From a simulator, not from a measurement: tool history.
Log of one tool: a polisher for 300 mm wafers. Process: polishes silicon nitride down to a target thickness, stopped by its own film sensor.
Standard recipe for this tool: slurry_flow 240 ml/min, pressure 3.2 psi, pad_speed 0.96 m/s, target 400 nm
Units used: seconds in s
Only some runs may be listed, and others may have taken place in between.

run,hour,slurry_flow,pressure,pad_speed,target,wafers since the last listed run,wafers polished on this pad,hours since the slurry nozzle was cleaned,hours since the head pressure was calibrated,"incoming thickness of the incoming film, nm",seconds
1,0,240,3.2,0.96,400,0,780,412.5,457.9,534.7,69.2
2,13.9,240,3.2,0.96,400,117,898,426.4,471.8,518.2,61.6
3,39,240,2.6,0.96,400,212,1110,451.5,496.9,520.3,73
# hour 59.4: worn pad replaced by a new one
4,72,240,2.6,0.96,400,245,106,484.5,529.9,530.8,87
5,84.7,240,2.6,0.96,400,107,213,497.2,542.6,529.5,86
6,110.5,240,3.7,1.06,400,218,432,523,568.4,528.5,64.1
# hour 115: head pressure recalibrated
# hour 118.6: worn pad replaced by a new one, repeated, since the last time left the tool worse
7,134.8,240,3.7,1.06,400,158,136,547.3,19.8,538.5,58.7
8,159.1,240,3,0.96,400,205,342,571.6,44.1,528.6,69.7
# hour 173.4: slurry nozzle cleaned
9,179.7,325,3.2,1.06,400,165,508,6.3,64.7,532.6,63.1

What will run 10 give?
10,199.6,240,3.2,1.16,400,168,676,26.2,84.6,535,?

{"run 10": {"seconds": 63.3}}
Minus the tool's unlogged condition, the same run would have read seconds 60 s.
